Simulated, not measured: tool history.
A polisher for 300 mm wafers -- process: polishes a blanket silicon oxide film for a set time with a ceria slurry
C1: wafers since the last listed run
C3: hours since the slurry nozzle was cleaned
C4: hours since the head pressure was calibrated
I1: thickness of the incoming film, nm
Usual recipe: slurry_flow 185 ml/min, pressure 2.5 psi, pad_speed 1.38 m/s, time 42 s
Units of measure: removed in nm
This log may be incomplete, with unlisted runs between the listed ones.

Run 1, hour 0: usual settings; C1 0; wafers polished on this pad 1656; C3 125.8; C4 1326.8; I1 772.3. Result: removed 240.1 nm.
At hour 5.3: worn pad replaced by a new one.
Run 2, hour 12.2: usual settings but pad_speed 1.22 m/s; C1 138; wafers polished on this pad 117; C3 138; C4 1339; I1 769.8. Result: removed 216.1 nm.
Run 3, hour 25: usual settings; C1 215; wafers polished on this pad 332; C3 150.8; C4 1351.8; I1 779. Result: removed 238.9 nm.
Run 4, hour 41.2: usual settings; C1 272; wafers polished on this pad 605; C3 167; C4 1368; I1 789.9. Result: removed 237.5 nm.
Run 5, hour 58.9: usual settings; C1 298; wafers polished on this pad 903; C3 184.7; C4 1385.7; I1 776.4. Result: removed 235.6 nm.
Run 6, hour 68.4: usual settings but pressure 3 psi; C1 160; wafers polished on this pad 1063; C3 194.2; C4 1395.2; I1 789.1. Result: removed 281.6 nm.
Run 7, hour 74.9: usual settings but pressure 3 psi; C1 109; wafers polished on this pad 1173; C3 200.7; C4 1401.7; I1 771.8. Result: removed 282.1 nm.
Run 8, hour 88.4: usual settings but pressure 3 psi; C1 227; wafers polished on this pad 1400; C3 214.2; C4 1415.2; I1 773.1. Result: removed 283.1 nm.
Run 9, hour 95.2: usual settings but slurry_flow 155 ml/min, pad_speed 1.6 m/s; C1 114; wafers polished on this pad 1515; C3 221; C4 1422; I1 789.4. Result: removed 260.8 nm.
Run 10, hour 110: usual settings but slurry_flow 155 ml/min, pad_speed 1.6 m/s; C1 249; wafers polished on this pad 1764; C3 235.8; C4 1436.8; I1 787. Result: removed 262.8 nm.
At hour 117.7: worn pad replaced by a new one.
Run 11, hour 119.4: usual settings; C1 90; wafers polished on this pad 28; C3 245.2; C4 1446.2; I1 771. Result: removed 235.9 nm.
Run 12, hour 129.4: usual settings; C1 168; wafers polished on this pad 197; C3 255.2; C4 1456.2; I1 791.7. Result: removed 236.5 nm.
Run 13, hour 137.1: usual settings; C1 129; wafers polished on this pad 327; C3 262.9; C4 1463.9; I1 775.8. Result: removed 234.2 nm.
Run 14, hour 148.8: usual settings; C1 197; wafers polished on this pad 524; C3 274.6; C4 1475.6; I1 773.3. Result: removed 238.6 nm.
Run 15, hour 165: usual settings but pressure 1.8 psi; C1 272; wafers polished on this pad 797; C3 290.8; C4 1491.8; I1 797.4. Result: removed 170.4 nm.
Run 16, hour 177.6: usual settings but time 48 s; C1 212; wafers polished on this pad 1009; C3 303.4; C4 1504.4; I1 782. Result: removed 272.4 nm.
Run 17, hour 192.5: usual settings but time 48 s; C1 251; wafers polished on this pad 1260; C3 318.3; C4 1519.3; I1 774.2. Result: removed 269.1 nm.
Run 18, hour 200.3: usual settings; C1 131; wafers polished on this pad 1391; C3 326.1; C4 1527.1; I1 784. Result: removed 240.9 nm.
At hour 207.1: worn pad replaced by a new one.
Run 19, hour 214: usual settings but slurry_flow 210 ml/min, pad_speed 1.14 m/s, time 35 s; C1 163; wafers polished on this pad 116; C3 339.8; C4 1540.8; I1 785.3. Result: removed 169.2 nm.
Run 20, hour 229.1: usual settings; C1 254; wafers polished on this pad 371; C3 354.9; C4 1555.9; I1 762.4. Result: removed 226.1 nm.
Run 21, hour 259.4: usual settings but slurry_flow 125 ml/min, pressure 3.1 psi, pad_speed 1.04 m/s; C1 510; wafers polished on this pad 881; C3 385.2; C4 1586.2; I1 776.7. Result: removed 229.9 nm.
Run 22, hour 276.2: usual settings; C1 283; wafers polished on this pad 1164; C3 402; C4 1603; I1 785.4. Result: removed 235.1 nm.
At hour 291.5: worn pad replaced by a new one.
Run 23, hour 292: usual settings; C1 198; wafers polished on this pad 9; C3 417.8; C4 1618.8; I1 782.7. Result: removed 233.4 nm.
Run 24, hour 294.7: usual settings; C1 45; wafers polished on this pad 54; C3 420.5; C4 1621.5; I1 798.2. Result: removed 231.3 nm.
At hour 297.6: head pressure recalibrated.
Run 25, hour 311.8: usual settings; C1 254; wafers polished on this pad 309; C3 437.6; C4 14.2; I1 784.4. Result: removed 235.3 nm.
Run 26, hour 320.9: usual settings but slurry_flow 210 ml/min, pressure 3.2 psi, pad_speed 1.64 m/s, time 32 s; C1 153; wafers polished on this pad 462; C3 446.7; C4 23.3; I1 793.8. Result: removed 261.7 nm.
Run 27, hour 331.1: usual settings but slurry_flow 225 ml/min, pad_speed 1.02 m/s, time 46 s; C1 171; wafers polished on this pad 634; C3 456.9; C4 33.5; I1 770.5. Result: removed 203.8 nm.
Run 28, hour 346.3: usual settings; C1 256; wafers polished on this pad 890; C3 472.1; C4 48.7; I1 786.2. Result: removed 229.8 nm.
At hour 375.1: slurry nozzle cleaned.
Run 29, hour 377.6: usual settings but time 32 s; C1 510; wafers polished on this pad 1400; C3 2.5; C4 80; I1 777.6. Result: removed 182.2 nm.
At hour 391.2: worn pad replaced by a new one.
Run 30, hour 391.7: usual settings but slurry_flow 225 ml/min, pressure 1.9 psi, time 31 s; C1 170; wafers polished on this pad 8; C3 16.6; C4 94.1; I1 772.5. Result: removed 138.9 nm.
Run 31, hour 401.5: usual settings but slurry_flow 130 ml/min, pressure 2.9 psi, pad_speed 1.6 m/s, time 57 s; C1 165; wafers polished on this pad 173; C3 26.4; C4 103.9; I1 785. Result: removed 403.9 nm.
Run 32, hour 407.8: usual settings but pad_speed 0.92 m/s; C1 106; wafers polished on this pad 279; C3 32.7; C4 110.2; I1 766.1. Result: removed 180.3 nm.
Run 33, hour 424.7: usual settings; C1 284; wafers polished on this pad 564; C3 49.6; C4 127.1; I1 785.3. Result: removed 244.5 nm.
Run 34, hour 441.7: usual settings but slurry_flow 130 ml/min, pressure 1.7 psi, pad_speed 1 m/s, time 46 s; C1 286; wafers polished on this pad 850; C3 66.6; C4 144.1; I1 770.8. Result: removed 139.2 nm.
Run 35, hour 457.8: usual settings; C1 271; wafers polished on this pad 1122; C3 82.7; C4 160.2; I1 767.4. Result: removed 241.5 nm.
Run 36, hour 465.9: usual settings but pressure 2.2 psi, pad_speed 1.68 m/s, time 53 s; C1 136; wafers polished on this pad 1258; C3 90.8; C4 168.3; I1 793. Result: removed 311.4 nm.
Run 37, hour 474.5: usual settings but slurry_flow 120 ml/min, time 51 s; C1 144; wafers polished on this pad 1403; C3 99.4; C4 176.9; I1 770.8. Result: removed 280.6 nm.
Run 38, hour 482.9: usual settings but slurry_flow 155 ml/min, pressure 1.9 psi; C1 141; wafers polished on this pad 1544; C3 107.8; C4 185.3; I1 763.6. Result: removed 177 nm.

3 options for the next run, each taken on its own from the tool as it stands now. Forecast them:
Run A, hour 483.3: usual settings but pressure 2.3 psi; C1 6; wafers polished on this pad 1551; C3 108.2; C4 185.7; I1 781.3. Result: removed ?.
Run B, hour 483.3: usual settings but pressure 1.8 psi, pad_speed 1.6 m/s; C1 6; wafers polished on this pad 1551; C3 108.2; C4 185.7; I1 781.3. Result: removed ?.
Run C, hour 483.3: usual settings but slurry_flow 205 ml/min, pressure 3.3 psi, pad_speed 1.08 m/s; C1 6; wafers polished on this pad 1551; C3 108.2; C4 185.7; I1 781.3. Result: removed ?.

run  removed
  A    223.5
  B    195.8
  C      271
Without the tool's hidden state the same runs would have given:
run  removed
  A    226.6
  B    198.5
  C    274.6
